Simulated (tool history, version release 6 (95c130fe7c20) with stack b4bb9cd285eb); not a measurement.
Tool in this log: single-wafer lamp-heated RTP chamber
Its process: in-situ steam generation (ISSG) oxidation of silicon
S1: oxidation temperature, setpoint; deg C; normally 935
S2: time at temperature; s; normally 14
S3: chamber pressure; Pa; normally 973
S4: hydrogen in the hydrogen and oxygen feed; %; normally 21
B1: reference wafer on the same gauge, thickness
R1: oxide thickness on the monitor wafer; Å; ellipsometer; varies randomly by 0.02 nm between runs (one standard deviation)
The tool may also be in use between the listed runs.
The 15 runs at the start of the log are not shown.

| run | hour | S1 | S2 | S3 | S4 | B1 | R1 |
|---|---|---|---|---|---|---|---|
| 16 | 1470.0 | 935 | 14 | 1120 | 21 | 4.060 | 40.89 |
|  | 1501.5 | hydrogen flow controller replaced |
|  | 1509.6 | pressure gauge zeroed |
| 17 | 1518.0 | 948 | 10 | 973 | 21 | 4.059 | 37.18 |
| 18 | 1610.7 | 951 | 19 | 920 | 26 | 4.062 | 50.72 |
| 19 | 1672.8 | 935 | 14 | 1107 | 18 | 4.059 | 39.71 |
| 20 | 1710.4 | 935 | 14 | 973 | 21 | 4.060 | 41.04 |
| 21 | 1817.6 | 943 | 9 | 1147 | 21 | 4.058 | 35.62 |
| 22 | 1871.2 | 935 | 9 | 973 | 21 | 4.058 | 35.22 |
| 23 | 1957.1 | 935 | 14 | 973 | 21 | 4.060 | 40.85 |
|  | 2000.1 | pyrometer window cleaned and pyrometer calibrated |
| 24 | 2049.7 | 935 | 14 | 973 | 21 | 4.058 | 40.35 |
| 25 | 2099.6 | 935 | 14 | 1067 | 14 | 4.066 | 36.61 |
| 26 | 2198.5 | 943 | 14 | 973 | 21 | 4.056 | 41.10 |
| 27 | 2258.8 | 935 | 18 | 973 | 27 | 4.060 | 48.20 |
| 28 | 2346.3 | 935 | 14 | 973 | 21 | 4.063 | 41.30 |
| 29 | 2392.9 | 935 | 14 | 973 | 21 | 4.061 | 40.70 |
| 30 | 2449.8 | 935 | 14 | 920 | 21 | 4.058 | 40.71 |

Each row is a separate what-if for the run after 30, all from the same tool condition, not one after another. Results?
| A | 2450.3 | 935 | 14 | 973 | 28 | ? | ? |
| B | 2450.3 | 935 | 18 | 973 | 21 | ? | ? |
| C | 2450.3 | 935 | 19 | 973 | 21 | ? | ? |
| D | 2450.3 | 922 | 19 | 973 | 21 | ? | ? |
| E | 2450.3 | 950 | 10 | 1107 | 21 | ? | ? |

| run | B1 | R1 |
|---|---|---|
| A | 4.059 | 44.37 |
| B | 4.059 | 45.21 |
| C | 4.059 | 46.18 |
| D | 4.059 | 44.57 |
| E | 4.059 | 37.62 |
With no hidden state in the tool, these same runs would have given:
| run | R1 |
|---|---|
| A | 43.42 |
| B | 44.14 |
| C | 45.06 |
| D | 43.56 |
| E | 36.87 |

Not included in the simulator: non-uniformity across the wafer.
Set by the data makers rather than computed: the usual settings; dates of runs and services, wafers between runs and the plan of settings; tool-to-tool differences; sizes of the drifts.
